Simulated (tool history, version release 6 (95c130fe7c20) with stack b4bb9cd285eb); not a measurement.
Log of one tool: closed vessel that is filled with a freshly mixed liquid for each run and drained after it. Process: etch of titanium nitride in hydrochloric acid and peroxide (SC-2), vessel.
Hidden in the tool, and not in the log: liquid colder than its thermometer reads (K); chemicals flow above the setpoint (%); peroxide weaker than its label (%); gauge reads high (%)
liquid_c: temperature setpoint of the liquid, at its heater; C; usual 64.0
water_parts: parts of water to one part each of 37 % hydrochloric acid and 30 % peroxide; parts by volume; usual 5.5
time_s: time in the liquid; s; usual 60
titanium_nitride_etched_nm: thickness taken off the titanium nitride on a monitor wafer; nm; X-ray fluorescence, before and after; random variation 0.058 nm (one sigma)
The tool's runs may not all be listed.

run	hour	liquid_c	water_parts	time_s	wafers since the last listed run	hours since the thermometer was replaced	hours since the chemicals flow meter was replaced	hours since the drum of peroxide was connected	hours since the gauge calibration	read-back film thickness of the titanium nitride reference wafer, read on the same gauge (nm)	titanium_nitride_etched_nm
1	0.0	64.0	5.5	60	0	2361.2	321.6	196.3	551.2	30.69	8.63
# hour 28.4: gauge calibrated
2	34.5	64.0	5.5	60	4215	2395.7	356.1	230.8	6.1	29.93	8.48
3	61.3	64.0	5.5	40	3274	2422.5	382.9	257.6	32.9	29.99	5.54
4	78.2	64.0	5.5	40	2065	2439.4	399.8	274.5	49.8	29.94	5.59
5	106.2	64.0	5.5	40	3421	2467.4	427.8	302.5	77.8	30.02	5.65
6	142.1	64.0	5.5	60	4386	2503.3	463.7	338.4	113.7	30.11	8.52
7	164.1	64.0	5.5	60	2688	2525.3	485.7	360.4	135.7	30.06	8.57
8	194.1	64.0	5.5	60	3665	2555.3	515.7	390.4	165.7	30.12	8.49
9	222.6	64.0	5.5	60	3482	2583.8	544.2	418.9	194.2	30.18	8.51
# hour 249.2: new drum of peroxide connected
10	249.7	64.0	5.5	60	3189	2610.9	571.3	0.5	221.3	30.20	8.47
11	271.7	64.0	5.5	60	2688	2632.9	593.3	22.5	243.3	30.20	8.54
12	297.7	64.0	5.5	60	3176	2658.9	619.3	48.5	269.3	30.27	8.62
13	310.0	64.0	5.5	60	1502	2671.2	631.6	60.8	281.6	30.29	8.54
# hour 317.2: thermometer replaced
14	341.4	64.0	5.5	60	3714	24.2	663.0	92.2	313.0	30.35	8.47
15	413.2	68.0	7.0	50	8773	96.0	734.8	164.0	384.8	30.45	7.60
16	428.4	64.0	8.5	75	1857	111.2	750.0	179.2	400.0	30.40	7.69
17	455.7	70.0	5.5	60	3335	138.5	777.3	206.5	427.3	30.44	12.15
18	484.3	70.5	4.0	85	3494	167.1	805.9	235.1	455.9	30.45	22.71
19	511.5	55.0	4.0	75	3323	194.3	833.1	262.3	483.1	30.51	7.56
20	543.2	54.5	8.5	40	3873	226.0	864.8	294.0	514.8	30.50	2.24
# hour 557.8: chemicals flow meter replaced
21	558.5	72.0	4.5	85	1747	241.3	0.7	309.3	530.1	30.59	22.71
# hour 570.5: gauge calibrated
22	571.5	70.5	4.0	85	1588	254.3	13.7	322.3	1.0	30.02	22.39
23	604.5	70.5	5.5	60	4032	287.3	46.7	355.3	34.0	30.04	12.44
24	636.1	64.0	5.5	50	3861	318.9	78.3	386.9	65.6	30.10	7.08
25	651.4	64.0	5.5	60	1869	334.2	93.6	402.2	80.9	30.14	8.42
# hour 676.5: new drum of peroxide connected
26	677.0	60.5	8.0	75	3005	359.8	119.2	0.5	106.5	30.15	6.32
27	697.0	64.0	7.5	60	2443	379.8	139.2	20.5	126.5	30.13	6.77
28	716.9	64.0	5.5	60	2431	399.7	159.1	40.4	146.4	30.14	8.58
29	738.8	72.0	4.0	30	2675	421.6	181.0	62.3	168.3	30.24	8.65

Hidden state or all else? Some run-to-run changes of titanium_nitride_etched_nm, split into what the settings, what came in and random variation would give without the hidden state, and what is left for the hidden state (with any gauge scatter that isn't in both results):
Run 18 -> 19: liquid_c 70.5 -> 55.0, time_s 85 -> 75. titanium_nitride_etched_nm -15.15 nm: hidden state -0.24, all else -14.91.
Run 20 -> 21: liquid_c 54.5 -> 72.0, water_parts 8.5 -> 4.5, time_s 40 -> 85, chemicals flow meter replaced. titanium_nitride_etched_nm +20.47 nm: hidden state +0.39, all else +20.08.
Run 21 -> 22: liquid_c 72.0 -> 70.5, water_parts 4.5 -> 4.0, gauge calibrated. titanium_nitride_etched_nm -0.32 nm: hidden state -0.42, all else +0.10.
